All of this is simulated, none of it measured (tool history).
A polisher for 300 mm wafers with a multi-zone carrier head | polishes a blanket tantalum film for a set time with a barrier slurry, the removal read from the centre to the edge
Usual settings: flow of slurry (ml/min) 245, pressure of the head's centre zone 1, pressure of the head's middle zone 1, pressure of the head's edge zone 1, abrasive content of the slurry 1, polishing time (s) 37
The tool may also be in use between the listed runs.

| run | hour | flow of slurry (ml/min) | pressure of the head's centre zone | pressure of the head's middle zone | pressure of the head's edge zone | abrasive content of the slurry | polishing time (s) | incoming thickness of the incoming film, nm | film removed at the wafer's centre (angstrom) | film removed at mid-radius (angstrom) | film removed at the wafer's edge (angstrom) |
|---|---|---|---|---|---|---|---|---|---|---|---|
| 1 | 0 | 245 | 1 | 1 | 1 | 1 | 37 | 418.5 | 643 | 631 | 635 |
| 2 | 44 | 245 | 1 | 1 | 1 | 1 | 37 | 421.3 | 635 | 628 | 646 |
|  | 166.4 | carrier head's membrane replaced by a new one |
|  | 178.6 | centre zone pressure recalibrated |
|  | 238.9 | worn pad replaced by a new one |
| 3 | 248.1 | 245 | 1 | 1 | 1 | 1 | 37 | 416.2 | 629 | 614 | 626 |
| 4 | 273 | 245 | 1 | 1 | 1 | 1 | 37 | 418.4 | 634 | 630 | 635 |
| 5 | 338.3 | 245 | 1 | 1 | 1 | 1 | 37 | 428.3 | 631 | 620 | 629 |
| 6 | 363.8 | 190 | 1 | 1 | 1 | 1 | 37 | 419.7 | 619 | 611 | 632 |
| 7 | 403.1 | 190 | 1 | 1 | 1 | 1 | 37 | 424.2 | 609 | 602 | 623 |
| 8 | 458.2 | 245 | 1 | 1 | 1 | 1 | 31 | 419.7 | 524 | 520 | 520 |
|  | 504.4 | edge zone pressure recalibrated |
| 9 | 521.5 | 245 | 0.89 | 1 | 1 | 1 | 47 | 424 | 712 | 767 | 799 |
|  | 547.8 | worn pad replaced by a new one |
|  | 565.1 | slurry nozzle cleaned |
| 10 | 589.2 | 245 | 1 | 1 | 1 | 1.2 | 37 | 425.2 | 660 | 645 | 657 |
| 11 | 651.8 | 245 | 1 | 1 | 0.89 | 1 | 37 | 422.9 | 633 | 630 | 615 |
| 12 | 719.9 | 245 | 1 | 0.93 | 1 | 1 | 37 | 422.4 | 642 | 592 | 636 |
| 13 | 761.3 | 295 | 1 | 1 | 1 | 1 | 37 | 411.9 | 644 | 636 | 650 |
|  | 817.5 | carrier head's membrane replaced by a new one |
| 14 | 824.8 | 245 | 1 | 1 | 1 | 1 | 37 | 426.9 | 642 | 622 | 630 |
| 15 | 852.4 | 170 | 0.89 | 1 | 1 | 1 | 37 | 413.3 | 564 | 617 | 621 |
| 16 | 908 | 245 | 0.92 | 0.88 | 1 | 1.25 | 48 | 413.8 | 804 | 779 | 885 |
|  | 918 | worn pad replaced by a new one |
| 17 | 935.3 | 295 | 1 | 1 | 1 | 1 | 37 | 426 | 641 | 615 | 649 |
| 18 | 998 | 245 | 1.07 | 1.06 | 0.94 | 1 | 37 | 425.6 | 662 | 646 | 610 |
| 19 | 1057.2 | 245 | 1.04 | 1 | 1 | 1 | 28 | 418.5 | 498 | 460 | 483 |
| 20 | 1102.6 | 320 | 1 | 1 | 1 | 1 | 37 | 417.2 | 640 | 641 | 643 |
| 21 | 1154.1 | 245 | 1 | 1 | 1 | 1 | 30 | 424.4 | 507 | 504 | 509 |
| 22 | 1186.9 | 245 | 1 | 1 | 1 | 1 | 37 | 418.3 | 627 | 621 | 627 |

Difference, measured minus no-hidden-state, one row per run. Run-to-run variation is common to both terms; the gauge's own scatter need not be:
Unlogged tool condition in this case: removal rate lost through wear of the pad, %; slurry flow missing at the pad, %; deviation of the centre zone's pressure from its setpoint, %; deviation of the edge zone's pressure from its setpoint, %.
| run | film removed at the wafer's centre (angstrom) | film removed at mid-radius (angstrom) | film removed at the wafer's edge (angstrom) |
|---|---|---|---|
| 1 | -2 | -1 | -1 |
| 2 | -2 | -2 | -2 |
| 3 | -7 | -6 | -4 |
| 4 | -7 | -7 | -5 |
| 5 | -9 | -8 | -6 |
| 6 | -12 | -10 | -8 |
| 7 | -13 | -12 | -9 |
| 8 | -12 | -10 | -8 |
| 9 | -19 | -19 | -14 |
| 10 | -1 | -1 | -1 |
| 11 | -1 | -1 | +0 |
| 12 | -1 | -2 | -1 |
| 13 | -2 | -2 | -1 |
| 14 | -2 | -3 | -2 |
| 15 | -3 | -3 | -2 |
| 16 | -5 | -5 | -3 |
| 17 | -4 | -4 | -2 |
| 18 | -6 | -5 | -3 |
| 19 | -6 | -5 | -3 |
| 20 | -7 | -7 | -5 |
| 21 | -8 | -7 | -5 |
| 22 | -11 | -10 | -8 |
